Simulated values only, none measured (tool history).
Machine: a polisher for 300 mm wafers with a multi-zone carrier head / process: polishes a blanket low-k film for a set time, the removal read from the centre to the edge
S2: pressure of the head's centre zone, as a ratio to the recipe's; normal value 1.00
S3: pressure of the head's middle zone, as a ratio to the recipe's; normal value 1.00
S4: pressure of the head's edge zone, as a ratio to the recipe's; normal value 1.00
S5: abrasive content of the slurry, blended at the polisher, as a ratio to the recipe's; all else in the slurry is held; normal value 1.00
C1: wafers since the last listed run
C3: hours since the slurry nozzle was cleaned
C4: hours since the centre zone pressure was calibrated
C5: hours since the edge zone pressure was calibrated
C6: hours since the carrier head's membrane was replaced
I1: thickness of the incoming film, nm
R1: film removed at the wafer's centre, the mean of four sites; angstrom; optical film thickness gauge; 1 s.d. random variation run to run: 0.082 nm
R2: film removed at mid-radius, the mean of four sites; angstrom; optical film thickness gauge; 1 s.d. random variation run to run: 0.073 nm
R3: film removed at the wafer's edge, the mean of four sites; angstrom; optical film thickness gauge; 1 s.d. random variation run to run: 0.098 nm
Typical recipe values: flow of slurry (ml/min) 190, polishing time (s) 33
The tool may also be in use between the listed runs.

run 1 day=0.000 | flow_of_slurry_(ml/min)=190 S2=1.00 S3=1.00 S4=1.00 S5=1.00 polishing_time_(s)=33 | C1=0 wafers_polished_on_this_pad=700 C3=44.9 C4=14.5 C5=56.5 C6=19.4 | I1=557.6 | R1=109 R2=109 R3=111
run 2 day=0.554 | flow_of_slurry_(ml/min)=190 S2=1.00 S3=1.00 S4=1.00 S5=1.00 polishing_time_(s)=33 | C1=180 wafers_polished_on_this_pad=881 C3=58.2 C4=27.8 C5=69.8 C6=32.7 | I1=549.1 | R1=110 R2=109 R3=110
run 3 day=1.167 | flow_of_slurry_(ml/min)=190 S2=1.00 S3=1.00 S4=1.00 S5=1.00 polishing_time_(s)=40 | C1=199 wafers_polished_on_this_pad=1081 C3=72.9 C4=42.5 C5=84.5 C6=47.4 | I1=544.5 | R1=130 R2=130 R3=133
run 4 day=1.567 | flow_of_slurry_(ml/min)=215 S2=1.00 S3=1.00 S4=1.00 S5=1.00 polishing_time_(s)=33 | C1=130 wafers_polished_on_this_pad=1212 C3=82.5 C4=52.1 C5=94.1 C6=57.0 | I1=545.0 | R1=109 R2=107 R3=110
run 5 day=1.917 | flow_of_slurry_(ml/min)=190 S2=0.92 S3=1.00 S4=1.11 S5=1.00 polishing_time_(s)=33 | C1=114 wafers_polished_on_this_pad=1326 C3=90.9 C4=60.5 C5=102.5 C6=65.4 | I1=556.5 | R1=97 R2=105 R3=113
-- day=2.525 worn pad replaced by a new one
run 6 day=2.638 | flow_of_slurry_(ml/min)=190 S2=0.93 S3=1.00 S4=1.10 S5=1.00 polishing_time_(s)=26 | C1=180 wafers_polished_on_this_pad=37 C3=108.2 C4=77.8 C5=119.8 C6=82.7 | I1=548.4 | R1=81 R2=87 R3=94
run 7 day=3.150 | flow_of_slurry_(ml/min)=190 S2=1.00 S3=1.00 S4=1.00 S5=0.75 polishing_time_(s)=33 | C1=167 wafers_polished_on_this_pad=204 C3=120.5 C4=90.1 C5=132.1 C6=95.0 | I1=550.8 | R1=92 R2=90 R3=93
run 8 day=4.212 | flow_of_slurry_(ml/min)=190 S2=1.00 S3=1.00 S4=1.00 S5=1.00 polishing_time_(s)=33 | C1=346 wafers_polished_on_this_pad=551 C3=146.0 C4=115.6 C5=157.6 C6=120.5 | I1=549.9 | R1=109 R2=109 R3=113
run 9 day=4.662 | flow_of_slurry_(ml/min)=130 S2=1.00 S3=1.00 S4=1.00 S5=1.15 polishing_time_(s)=28 | C1=146 wafers_polished_on_this_pad=698 C3=156.8 C4=126.4 C5=168.4 C6=131.3 | I1=542.4 | R1=94 R2=95 R3=99
run 10 day=5.321 | flow_of_slurry_(ml/min)=190 S2=0.89 S3=1.10 S4=1.00 S5=1.25 polishing_time_(s)=33 | C1=214 wafers_polished_on_this_pad=912 C3=172.6 C4=142.2 C5=184.2 C6=147.1 | I1=548.9 | R1=107 R2=131 R3=124
run 11 day=5.650 | flow_of_slurry_(ml/min)=145 S2=1.00 S3=1.00 S4=1.00 S5=0.85 polishing_time_(s)=44 | C1=107 wafers_polished_on_this_pad=1020 C3=180.5 C4=150.1 C5=192.1 C6=155.0 | I1=545.3 | R1=125 R2=125 R3=130
run 12 day=6.046 | flow_of_slurry_(ml/min)=190 S2=1.00 S3=1.07 S4=0.96 S5=1.00 polishing_time_(s)=33 | C1=129 wafers_polished_on_this_pad=1149 C3=190.0 C4=159.6 C5=201.6 C6=164.5 | I1=540.3 | R1=106 R2=113 R3=107
run 13 day=6.642 | flow_of_slurry_(ml/min)=190 S2=1.08 S3=1.12 S4=1.00 S5=1.10 polishing_time_(s)=33 | C1=194 wafers_polished_on_this_pad=1344 C3=204.3 C4=173.9 C5=215.9 C6=178.8 | I1=558.4 | R1=120 R2=123 R3=113
-- day=7.450 worn pad replaced by a new one
run 14 day=7.471 | flow_of_slurry_(ml/min)=190 S2=1.00 S3=1.09 S4=1.06 S5=0.85 polishing_time_(s)=30 | C1=216 wafers_polished_on_this_pad=7 C3=224.2 C4=193.8 C5=235.8 C6=198.7 | I1=552.6 | R1=92 R2=98 R3=94
run 15 day=8.071 | flow_of_slurry_(ml/min)=190 S2=0.93 S3=0.88 S4=1.00 S5=0.75 polishing_time_(s)=44 | C1=195 wafers_polished_on_this_pad=203 C3=238.6 C4=208.2 C5=250.2 C6=213.1 | I1=544.1 | R1=114 R2=109 R3=124
run 16 day=8.496 | flow_of_slurry_(ml/min)=190 S2=1.00 S3=1.00 S4=1.04 S5=0.75 polishing_time_(s)=33 | C1=138 wafers_polished_on_this_pad=342 C3=248.8 C4=218.4 C5=260.4 C6=223.3 | I1=561.9 | R1=92 R2=91 R3=95
run 17 day=8.842 | flow_of_slurry_(ml/min)=190 S2=1.00 S3=0.95 S4=1.09 S5=1.00 polishing_time_(s)=33 | C1=112 wafers_polished_on_this_pad=454 C3=257.1 C4=226.7 C5=268.7 C6=231.6 | I1=547.0 | R1=112 R2=105 R3=118
run 18 day=9.133 | flow_of_slurry_(ml/min)=190 S2=1.00 S3=1.00 S4=1.00 S5=1.00 polishing_time_(s)=36 | C1=95 wafers_polished_on_this_pad=550 C3=264.1 C4=233.7 C5=275.7 C6=238.6 | I1=559.1 | R1=120 R2=119 R3=124
run 19 day=9.696 | flow_of_slurry_(ml/min)=190 S2=1.00 S3=1.00 S4=1.00 S5=1.20 polishing_time_(s)=33 | C1=183 wafers_polished_on_this_pad=733 C3=277.6 C4=247.2 C5=289.2 C6=252.1 | I1=547.7 | R1=120 R2=120 R3=125
run 20 day=9.996 | flow_of_slurry_(ml/min)=190 S2=0.93 S3=0.88 S4=1.00 S5=0.75 polishing_time_(s)=44 | C1=97 wafers_polished_on_this_pad=831 C3=284.8 C4=254.4 C5=296.4 C6=259.3 | I1=548.4 | R1=112 R2=108 R3=122
run 21 day=10.679 | flow_of_slurry_(ml/min)=190 S2=1.00 S3=1.07 S4=1.00 S5=0.90 polishing_time_(s)=45 | C1=223 wafers_polished_on_this_pad=1054 C3=301.2 C4=270.8 C5=312.8 C6=275.7 | I1=551.8 | R1=138 R2=145 R3=141

A few steps of R1 between consecutive runs. Split each: what settings, incoming material and random variation would produce without the hidden state, and what is left over for the hidden state, along with gauge scatter present in only one of the two compared results (measured, and without hidden state):
The hidden state here: removal rate lost through wear of the pad, %; slurry flow missing at the pad, %; deviation of the centre zone's pressure from its setpoint, %; deviation of the edge zone's pressure from its setpoint, %.
Run 5 -> 6: S2 0.92 -> 0.93, S4 1.11 -> 1.10, polishing time (s) 33 -> 26, worn pad replaced by a new one. R1 -16 angstrom: hidden state +4, all else -20.
Run 13 -> 14: S2 1.08 -> 1.00, S3 1.12 -> 1.09, S4 1.00 -> 1.06, S5 1.10 -> 0.85, polishing time (s) 33 -> 30, worn pad replaced by a new one. R1 -28 angstrom: hidden state +7, all else -35.
Run 20 -> 21: S2 0.93 -> 1.00, S3 0.88 -> 1.07, S5 0.75 -> 0.90, polishing time (s) 44 -> 45. R1 +26 angstrom: hidden state -3, all else +29.
